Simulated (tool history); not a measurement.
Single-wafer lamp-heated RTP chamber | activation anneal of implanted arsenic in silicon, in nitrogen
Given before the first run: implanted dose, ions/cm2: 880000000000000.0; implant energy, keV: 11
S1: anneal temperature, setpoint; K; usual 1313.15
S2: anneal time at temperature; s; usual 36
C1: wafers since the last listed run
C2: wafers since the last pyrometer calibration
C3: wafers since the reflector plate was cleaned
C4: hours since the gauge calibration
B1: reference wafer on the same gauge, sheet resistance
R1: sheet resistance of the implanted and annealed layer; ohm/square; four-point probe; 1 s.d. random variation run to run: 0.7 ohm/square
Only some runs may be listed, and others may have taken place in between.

run     day       S1  S2   C1    C2    C3      C4      B1      R1
  1       0  1313.15  24    0  1132  6191  1149.1  162.99   145.7
  2   0.558  1313.15  24  185  1317  6376  1162.5  162.93  144.97
  3   1.275  1313.15  36  237  1555  6614  1179.7  162.93  139.32
  4   2.179  1313.15  36  299  1855  6914  1201.4  162.76  138.88
  5   3.088  1313.15  36  301  2156  7215  1223.2  162.69  138.47
  6   4.004  1313.15  43  303  2460  7519  1245.2  163.22  136.07
  7   4.571  1313.15  43  187  2648  7707  1258.8  162.85  135.96
  8   5.262  1313.15  43  229  2877  7936  1275.4     163  135.18
  9   6.762  1313.15  46  497  3375  8433  1311.4   162.9  135.47
 10   7.733  1313.15  46  321  3697  8755  1334.7  163.04  134.16
      8.896  -- gauge calibrated
 11   9.092  1319.15  45  450  4147  9206     4.7  163.15  132.86
     11.054  -- reflector plate cleaned
 12  11.375  1319.15  45  646  4794   105    59.5  163.04  132.54
 13  12.308  1321.15  43  309  5103   415    81.9  163.17  131.59
 14  12.908  1321.15  43  198  5302   614    96.3  163.04  132.44
 15  13.517  1326.15  18  201  5504   815   110.9  162.93  142.59
 16  14.867  1313.15  36  447  5951  1263   143.3  163.01  136.46
 17  15.912  1291.15  16  346  6298  1610   168.4  162.78  159.75
     17.604  -- pyrometer window cleaned and pyrometer calibrated
 18  17.625  1295.15  43  457     7  2067   209.5  162.92  142.85
 19  18.204  1330.15  55  192   199  2259   223.4  163.17  129.68
 20  19.533  1313.15  36  440   640  2700   255.3  162.79  138.68
 21    20.9  1313.15  36  453  1093  3153   288.1  163.02  139.15
 22  21.621  1332.15  19  239  1332  3392   305.4  163.15  141.91
 23  22.675  1336.15  48  349  1681  3742   330.7  163.06  128.03
 24  23.421  1313.15  53  247  1929  3989   348.6  162.73  132.03
 25  24.208  1313.15  36  261  2190  4250   367.5   163.1  137.19
 26  25.146  1313.15  36  310  2501  4561     390  163.03  138.33
 27  26.038  1313.15  19  295  2796  4857   411.4  163.07  147.74
 28  27.933  1313.15  36  628  3425  5485   456.9  162.41  137.08
 29   29.05  1313.15  36  370  3795  5856   483.7  163.23  137.92
 30  29.775  1332.15  50  240  4036  6096   501.1  162.99  128.33
 31  30.792  1338.15  36  337  4373  6433   525.5  162.92  130.88
 32  31.642  1342.15  24  281  4655  6715   545.9  163.01  132.31
 33    32.9  1302.15  21  417  5072  7132   576.1  162.79  148.09
 34  34.271  1304.15  36  454  5526  7587     609  163.18  139.42
 35  35.425  1328.15  30  382  5909  7970   636.7  162.64  133.89
 36    36.9  1336.15  17  489  6398  8459   672.1  162.89  139.34
 37  38.133  1313.15  36  408  6807  8868   701.7  162.94  135.05
 38  40.254  1294.15  29  703  7511  9571   752.6  163.49  144.36

How the hidden state differs across the entries between the runs, from the last listed run before each to the first after it:
From run 10 to run 11: gauge calibrated (day 8.896)
  true wafer temperature minus pyrometer reading, K: 6.35 -> 7.05
  measured result minus the result with no hidden state, R1: -1.67 -> -1.83 ohm/square
From run 11 to run 12: reflector plate cleaned (day 11.054)
  true wafer temperature minus pyrometer reading, K: 7.05 -> 8.23
  measured result minus the result with no hidden state, R1: -1.83 -> -2.13 ohm/square
From run 17 to run 18: pyrometer window cleaned and pyrometer calibrated (day 17.604)
  true wafer temperature minus pyrometer reading, K: 10.6 -> 2.46
  measured result minus the result with no hidden state, R1: -5.77 -> -0.95 ohm/square
